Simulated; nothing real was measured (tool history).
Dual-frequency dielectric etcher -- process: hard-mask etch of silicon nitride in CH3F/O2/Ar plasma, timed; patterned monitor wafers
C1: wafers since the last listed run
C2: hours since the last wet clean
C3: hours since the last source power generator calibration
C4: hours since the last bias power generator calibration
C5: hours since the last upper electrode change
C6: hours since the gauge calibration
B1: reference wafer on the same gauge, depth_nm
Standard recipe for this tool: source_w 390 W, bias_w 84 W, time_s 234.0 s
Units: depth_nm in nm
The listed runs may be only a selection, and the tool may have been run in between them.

Run 1, hour 0.0: usual settings but bias_w 78 W, time_s 212.0 s; C1 0; C2 507.9; C3 2404.2; C4 129.6; C5 3250.4; C6 1736.7; B1 169.8. Result: depth_nm 152.5 nm.
At hour 71.3: wet clean of the chamber, repeated, since the last time left the tool worse.
Run 2, hour 71.8: usual settings; C1 185; C2 0.5; C3 2476.0; C4 201.4; C5 3322.2; C6 1808.5; B1 169.6. Result: depth_nm 161.9 nm.
Run 3, hour 135.4: usual settings; C1 247; C2 64.1; C3 2539.6; C4 265.0; C5 3385.8; C6 1872.1; B1 170.0. Result: depth_nm 162.7 nm.
Run 4, hour 216.3: usual settings; C1 314; C2 145.0; C3 2620.5; C4 345.9; C5 3466.7; C6 1953.0; B1 169.9. Result: depth_nm 165.3 nm.
Run 5, hour 262.3: usual settings but bias_w 98 W; C1 178; C2 191.0; C3 2666.5; C4 391.9; C5 3512.7; C6 1999.0; B1 170.1. Result: depth_nm 176.9 nm.
Run 6, hour 342.2: usual settings but bias_w 98 W; C1 310; C2 270.9; C3 2746.4; C4 471.8; C5 3592.6; C6 2078.9; B1 169.8. Result: depth_nm 178.1 nm.
Run 7, hour 403.6: usual settings; C1 238; C2 332.3; C3 2807.8; C4 533.2; C5 3654.0; C6 2140.3; B1 170.1. Result: depth_nm 163.7 nm.
At hour 405.7: gauge calibrated.
At hour 671.7: wet clean of the chamber.
Run 8, hour 672.2: usual settings but source_w 320 W, bias_w 68 W; C1 951; C2 0.5; C3 3076.4; C4 801.8; C5 3922.6; C6 266.5; B1 170.1. Result: depth_nm 128.5 nm.
Run 9, hour 706.9: usual settings but source_w 300 W, bias_w 96 W, time_s 279.0 s; C1 134; C2 35.2; C3 3111.1; C4 836.5; C5 3957.3; C6 301.2; B1 170.0. Result: depth_nm 173.5 nm.
At hour 802.2: source power generator calibrated.
At hour 836.0: upper electrode replaced.
Run 10, hour 876.8: usual settings; C1 551; C2 205.1; C3 74.6; C4 1006.4; C5 40.8; C6 471.1; B1 169.9. Result: depth_nm 164.6 nm.
Run 11, hour 950.8: usual settings; C1 287; C2 279.1; C3 148.6; C4 1080.4; C5 114.8; C6 545.1; B1 170.0. Result: depth_nm 164.0 nm.
Run 12, hour 1011.5: usual settings; C1 236; C2 339.8; C3 209.3; C4 1141.1; C5 175.5; C6 605.8; B1 170.0. Result: depth_nm 162.7 nm.
Run 13, hour 1106.8: usual settings; C1 370; C2 435.1; C3 304.6; C4 1236.4; C5 270.8; C6 701.1; B1 169.9. Result: depth_nm 167.0 nm.
Run 14, hour 1152.8: usual settings but source_w 480 W, time_s 286.5 s; C1 178; C2 481.1; C3 350.6; C4 1282.4; C5 316.8; C6 747.1; B1 169.8. Result: depth_nm 226.3 nm.
Run 15, hour 1197.3: usual settings but bias_w 100 W; C1 173; C2 525.6; C3 395.1; C4 1326.9; C5 361.3; C6 791.6; B1 169.9. Result: depth_nm 181.6 nm.
Run 16, hour 1261.1: usual settings but source_w 450 W, bias_w 91 W, time_s 199.5 s; C1 248; C2 589.4; C3 458.9; C4 1390.7; C5 425.1; C6 855.4; B1 170.1. Result: depth_nm 160.9 nm.
Run 17, hour 1333.7: usual settings but source_w 300 W, bias_w 96 W; C1 282; C2 662.0; C3 531.5; C4 1463.3; C5 497.7; C6 928.0; B1 170.4. Result: depth_nm 149.1 nm.
Run 18, hour 1373.8: usual settings; C1 155; C2 702.1; C3 571.6; C4 1503.4; C5 537.8; C6 968.1; B1 170.1. Result: depth_nm 167.9 nm.
At hour 1411.9: wet clean of the chamber.
Run 19, hour 1460.1: usual settings; C1 242; C2 48.2; C3 657.9; C4 1589.7; C5 624.1; C6 1054.4; B1 169.9. Result: depth_nm 162.0 nm.
Run 20, hour 1552.5: usual settings but source_w 440 W, bias_w 70 W; C1 359; C2 140.6; C3 750.3; C4 1682.1; C5 716.5; C6 1146.8; B1 169.7. Result: depth_nm 159.5 nm.
Run 21, hour 1656.8: usual settings but source_w 430 W, bias_w 66 W, time_s 176.5 s; C1 405; C2 244.9; C3 854.6; C4 1786.4; C5 820.8; C6 1251.1; B1 170.2. Result: depth_nm 117.5 nm.
Run 22, hour 1727.8: usual settings but source_w 450 W, bias_w 71 W, time_s 175.5 s; C1 276; C2 315.9; C3 925.6; C4 1857.4; C5 891.8; C6 1322.1; B1 170.4. Result: depth_nm 123.1 nm.
Run 23, hour 1772.7: usual settings but bias_w 70 W; C1 174; C2 360.8; C3 970.5; C4 1902.3; C5 936.7; C6 1367.0; B1 169.6. Result: depth_nm 149.1 nm.
Run 24, hour 1830.7: usual settings but source_w 460 W, bias_w 80 W; C1 225; C2 418.8; C3 1028.5; C4 1960.3; C5 994.7; C6 1425.0; B1 170.1. Result: depth_nm 176.7 nm.
Run 25, hour 1906.9: usual settings but source_w 460 W, bias_w 65 W, time_s 285.0 s; C1 296; C2 495.0; C3 1104.7; C4 2036.5; C5 1070.9; C6 1501.2; B1 169.4. Result: depth_nm 193.4 nm.
At hour 1995.1: wet clean of the chamber.
Run 26, hour 1995.6: usual settings but source_w 340 W, bias_w 75 W, time_s 210.0 s; C1 251; C2 0.5; C3 1193.4; C4 2125.2; C5 1159.6; C6 1589.9; B1 170.0. Result: depth_nm 126.0 nm.
Run 27, hour 2066.9: usual settings but source_w 430 W, bias_w 74 W; C1 277; C2 71.8; C3 1264.7; C4 2196.5; C5 1230.9; C6 1661.2; B1 170.2. Result: depth_nm 162.2 nm.
At hour 2129.3: gauge calibrated.
Run 28, hour 2164.1: usual settings; C1 377; C2 169.0; C3 1361.9; C4 2293.7; C5 1328.1; C6 34.8; B1 169.8. Result: depth_nm 163.7 nm.
Run 29, hour 2209.9: usual settings; C1 178; C2 214.8; C3 1407.7; C4 2339.5; C5 1373.9; C6 80.6; B1 169.9. Result: depth_nm 164.2 nm.

4 ways to go on from here, each from the tool as it stands after run 29. What would each give?
Run A, hour 2210.4: usual settings but time_s 278.5 s; C1 1; C2 215.3; C3 1408.2; C4 2340.0; C5 1374.4; C6 81.1; B1 ?. Result: depth_nm ?.
Run B, hour 2210.4: usual settings but bias_w 72 W, time_s 257.5 s; C1 1; C2 215.3; C3 1408.2; C4 2340.0; C5 1374.4; C6 81.1; B1 ?. Result: depth_nm ?.
Run C, hour 2210.4: usual settings but source_w 330 W, bias_w 94 W, time_s 256.5 s; C1 1; C2 215.3; C3 1408.2; C4 2340.0; C5 1374.4; C6 81.1; B1 ?. Result: depth_nm ?.
Run D, hour 2210.4: usual settings but source_w 360 W, time_s 200.0 s; C1 1; C2 215.3; C3 1408.2; C4 2340.0; C5 1374.4; C6 81.1; B1 ?. Result: depth_nm ?.

run     B1  depth_nm
  A  169.9     195.8
  B  169.9     167.3
  C  169.9     171.8
  D  169.9     133.9
Had the tool no hidden state, the same runs would have come out as:
run  depth_nm
  A     194.5
  B     166.2
  C     170.7
  D     133.0

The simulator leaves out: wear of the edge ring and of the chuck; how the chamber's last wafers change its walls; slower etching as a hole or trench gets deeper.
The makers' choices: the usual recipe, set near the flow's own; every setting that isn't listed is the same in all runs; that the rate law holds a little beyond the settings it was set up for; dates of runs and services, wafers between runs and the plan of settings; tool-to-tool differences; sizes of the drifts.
